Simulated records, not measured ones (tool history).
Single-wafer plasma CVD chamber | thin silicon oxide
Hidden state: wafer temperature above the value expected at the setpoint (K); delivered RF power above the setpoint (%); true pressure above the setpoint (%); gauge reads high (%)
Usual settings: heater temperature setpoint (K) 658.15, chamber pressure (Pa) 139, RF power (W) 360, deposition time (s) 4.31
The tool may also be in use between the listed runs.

run	hour	heater temperature setpoint (K)	chamber pressure (Pa)	RF power (W)	deposition time (s)	wafers since the last listed run	hours since the last thermocouple change	hours since the last RF generator calibration	hours since the last manometer calibration	hours since the showerhead was replaced	hours since the gauge calibration	read-back reference wafer on the same gauge, thickness_nm	mean film thickness on the monitor wafer (nm)
1	0.0	658.15	139	360	4.31	0	187.0	1646.7	1098.6	3216.9	141.0	8.496	10.402
2	36.8	658.15	139	360	4.31	845	223.8	1683.5	1135.4	3253.7	177.8	8.498	10.421
3	90.4	658.15	139	360	4.31	1230	277.4	1737.1	1189.0	3307.3	231.4	8.501	10.423
4	143.8	658.15	139	360	4.31	1226	330.8	1790.5	1242.4	3360.7	284.8	8.502	10.354
5	185.2	658.15	139	360	4.31	950	372.2	1831.9	1283.8	3402.1	326.2	8.503	10.360
6	242.0	658.15	139	360	4.31	1304	429.0	1888.7	1340.6	3458.9	383.0	8.501	10.407
7	286.1	658.15	139	360	4.31	1012	473.1	1932.8	1384.7	3503.0	427.1	8.497	10.339
8	354.5	658.15	139	360	4.31	1570	541.5	2001.2	1453.1	3571.4	495.5	8.500	10.389
9	419.6	658.15	139	415	4.31	1494	606.6	2066.3	1518.2	3636.5	560.6	8.499	10.885
10	444.0	658.15	139	415	4.31	560	631.0	2090.7	1542.6	3660.9	585.0	8.503	10.965
11	475.8	658.15	139	360	4.31	730	662.8	2122.5	1574.4	3692.7	616.8	8.504	10.338
12	536.1	658.15	139	360	4.31	1384	723.1	2182.8	1634.7	3753.0	677.1	8.500	10.386
13	602.3	658.15	139	360	4.31	1520	789.3	2249.0	1700.9	3819.2	743.3	8.505	10.428
14	664.3	658.15	129	425	4.31	1423	851.3	2311.0	1762.9	3881.2	805.3	8.505	10.259
15	706.9	658.15	113	425	4.31	978	893.9	2353.6	1805.5	3923.8	847.9	8.502	8.554
16	731.0	672.15	120	290	4.08	553	918.0	2377.7	1829.6	3947.9	872.0	8.500	7.563
# hour 789.8: showerhead replaced
17	790.3	658.15	116	415	5.04	1177	977.3	2437.0	1888.9	0.5	931.3	8.498	10.231
18	827.4	658.15	139	360	4.31	851	1014.4	2474.1	1926.0	37.6	968.4	8.499	10.316
# hour 851.2: RF generator calibrated
19	883.9	658.15	119	360	4.31	1113	1070.9	32.7	1982.5	94.1	1024.9	8.495	8.937
20	926.6	658.15	161	420	3.67	980	1113.6	75.4	2025.2	136.8	1067.6	8.504	10.816
# hour 938.8: thermocouple changed; heater temperature recalibrated
21	983.2	658.15	139	360	4.31	1115	44.4	132.0	2081.8	193.4	1124.2	8.506	10.742
# hour 1018.5: gauge calibrated
# hour 1033.2: capacitance manometer re-zeroed and calibrated
22	1087.1	658.15	139	360	4.31	2202	148.3	235.9	53.9	297.3	68.6	8.501	10.517
23	1132.5	650.15	129	330	5.07	1042	193.7	281.3	99.3	342.7	114.0	8.508	11.190
24	1193.1	672.15	120	290	4.08	1391	254.3	341.9	159.9	403.3	174.6	8.497	7.650
25	1261.6	658.15	108	405	4.31	1572	322.8	410.4	228.4	471.8	243.1	8.504	7.842
26	1298.0	643.15	139	405	3.87	835	359.2	446.8	264.8	508.2	279.5	8.502	9.956

4 ways to go on from here, each from the tool as it stands after run 26. What would each give?
A	1298.4	658.15	139	360	4.31	9	359.6	447.2	265.2	508.6	279.9	?	?
B	1298.4	658.15	115	360	4.31	9	359.6	447.2	265.2	508.6	279.9	?	?
C	1298.4	645.15	167	395	5.04	9	359.6	447.2	265.2	508.6	279.9	?	?
D	1298.4	662.15	139	360	4.31	9	359.6	447.2	265.2	508.6	279.9	?	?

run	read-back reference wafer on the same gauge, thickness_nm	mean film thickness on the monitor wafer (nm)
A	8.507	10.548
B	8.507	8.314
C	8.507	14.750
D	8.507	10.524
Without the tool's hidden state the same runs would have given:
run	mean film thickness on the monitor wafer (nm)
A	10.558
B	8.303
C	14.790
D	10.534

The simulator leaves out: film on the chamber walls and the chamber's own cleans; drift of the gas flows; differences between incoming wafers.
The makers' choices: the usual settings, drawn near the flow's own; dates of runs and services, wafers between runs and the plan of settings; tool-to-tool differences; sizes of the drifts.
